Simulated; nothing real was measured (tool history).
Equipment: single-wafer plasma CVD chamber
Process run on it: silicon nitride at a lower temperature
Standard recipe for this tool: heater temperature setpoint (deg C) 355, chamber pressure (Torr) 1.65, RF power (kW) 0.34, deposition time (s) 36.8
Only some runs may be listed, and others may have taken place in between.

| run | hour | heater temperature setpoint (deg C) | chamber pressure (Torr) | RF power (kW) | deposition time (s) | wafers since the last listed run | hours since the last thermocouple change | hours since the last RF generator calibration | hours since the last manometer calibration | hours since the showerhead was replaced | hours since the gauge calibration | read-back reference wafer on the same gauge, thickness_nm | mean film thickness on the monitor wafer (Å) |
|---|---|---|---|---|---|---|---|---|---|---|---|---|---|
| 1 | 0 | 355 | 1.65 | 0.34 | 36.8 | 0 | 2340.2 | 401.8 | 1129.2 | 4881 | 374.5 | 50.875 | 445.16 |
| 2 | 76.8 | 355 | 1.65 | 0.34 | 36.8 | 2069 | 2417 | 478.6 | 1206 | 4957.8 | 451.3 | 50.874 | 453.12 |
| 3 | 119.7 | 355 | 1.65 | 0.34 | 36.8 | 1155 | 2459.9 | 521.5 | 1248.9 | 5000.7 | 494.2 | 50.892 | 448.54 |
| 4 | 208.4 | 355 | 1.65 | 0.34 | 36.8 | 2390 | 2548.6 | 610.2 | 1337.6 | 5089.4 | 582.9 | 50.932 | 442.39 |
| 5 | 300.2 | 355 | 1.65 | 0.34 | 40.5 | 2473 | 2640.4 | 702 | 1429.4 | 5181.2 | 674.7 | 50.898 | 490.57 |
| 6 | 404 | 355 | 1.65 | 0.34 | 40.5 | 2797 | 2744.2 | 805.8 | 1533.2 | 5285 | 778.5 | 50.912 | 483.89 |
| 7 | 481.9 | 355 | 1.65 | 0.34 | 40.5 | 2099 | 2822.1 | 883.7 | 1611.1 | 5362.9 | 856.4 | 50.966 | 483.45 |
| 8 | 538.2 | 355 | 1.65 | 0.34 | 36.8 | 1517 | 2878.4 | 940 | 1667.4 | 5419.2 | 912.7 | 50.904 | 439.24 |
| 9 | 638.2 | 355 | 1.65 | 0.34 | 36.8 | 2694 | 2978.4 | 1040 | 1767.4 | 5519.2 | 1012.7 | 50.913 | 434.19 |
| 10 | 677.5 | 344 | 1.65 | 0.34 | 42.3 | 1058 | 3017.7 | 1079.3 | 1806.7 | 5558.5 | 1052 | 50.884 | 505.88 |
| 11 | 751.4 | 355 | 1.8 | 0.34 | 36.8 | 1991 | 3091.6 | 1153.2 | 1880.6 | 5632.4 | 1125.9 | 50.881 | 434.88 |
| 12 | 808.9 | 355 | 2.05 | 0.34 | 36.8 | 1549 | 3149.1 | 1210.7 | 1938.1 | 5689.9 | 1183.4 | 50.817 | 442.82 |
|  | 834.1 | thermocouple changed; heater temperature recalibrated |
| 13 | 856.4 | 355 | 1.91 | 0.365 | 36.8 | 1064 | 22.3 | 1258.2 | 1985.6 | 5737.4 | 1230.9 | 50.907 | 457.43 |
|  | 867.3 | showerhead replaced |
|  | 913.5 | capacitance manometer re-zeroed and calibrated |
| 14 | 933.6 | 355 | 1.65 | 0.39 | 36.8 | 1649 | 99.5 | 1335.4 | 20.1 | 66.3 | 1308.1 | 50.928 | 469.94 |
|  | 957.5 | gauge calibrated |
|  | 964.4 | RF generator calibrated |
| 15 | 1030 | 355 | 1.65 | 0.34 | 36.8 | 2382 | 195.9 | 65.6 | 116.5 | 162.7 | 72.5 | 50.898 | 452.99 |
| 16 | 1121.9 | 355 | 1.65 | 0.325 | 30 | 2476 | 287.8 | 157.5 | 208.4 | 254.6 | 164.4 | 50.881 | 357.86 |
| 17 | 1196.4 | 355 | 1.65 | 0.34 | 36.8 | 2007 | 362.3 | 232 | 282.9 | 329.1 | 238.9 | 50.906 | 451.72 |
| 18 | 1272.6 | 355 | 1.92 | 0.34 | 36.8 | 2053 | 438.5 | 308.2 | 359.1 | 405.3 | 315.1 | 50.941 | 464.23 |
| 19 | 1354.4 | 355 | 1.65 | 0.34 | 36.8 | 2204 | 520.3 | 390 | 440.9 | 487.1 | 396.9 | 50.956 | 452.79 |

How would selected steps in mean film thickness on the monitor wafer (Å) from run to run divide? Give the signed amount a tool lacking its hidden state would still show from settings, what came in and random variation, and the signed amount left for the hidden state, including any gauge scatter that is not in both of the compared results.
Hidden state present: wafer temperature above the value expected at the setpoint (K); delivered RF power above the setpoint (%); true pressure above the setpoint (%); gauge reads high (%).
Run 14 -> 15: RF power (kW) 0.39 -> 0.34, gauge calibrated, RF generator calibrated. mean film thickness on the monitor wafer (Å) -16.95: hidden state +32.77, all else -49.72.
Run 15 -> 16: RF power (kW) 0.34 -> 0.325, deposition time (s) 36.8 -> 30. mean film thickness on the monitor wafer (Å) -95.13: hidden state +0.01, all else -95.14.

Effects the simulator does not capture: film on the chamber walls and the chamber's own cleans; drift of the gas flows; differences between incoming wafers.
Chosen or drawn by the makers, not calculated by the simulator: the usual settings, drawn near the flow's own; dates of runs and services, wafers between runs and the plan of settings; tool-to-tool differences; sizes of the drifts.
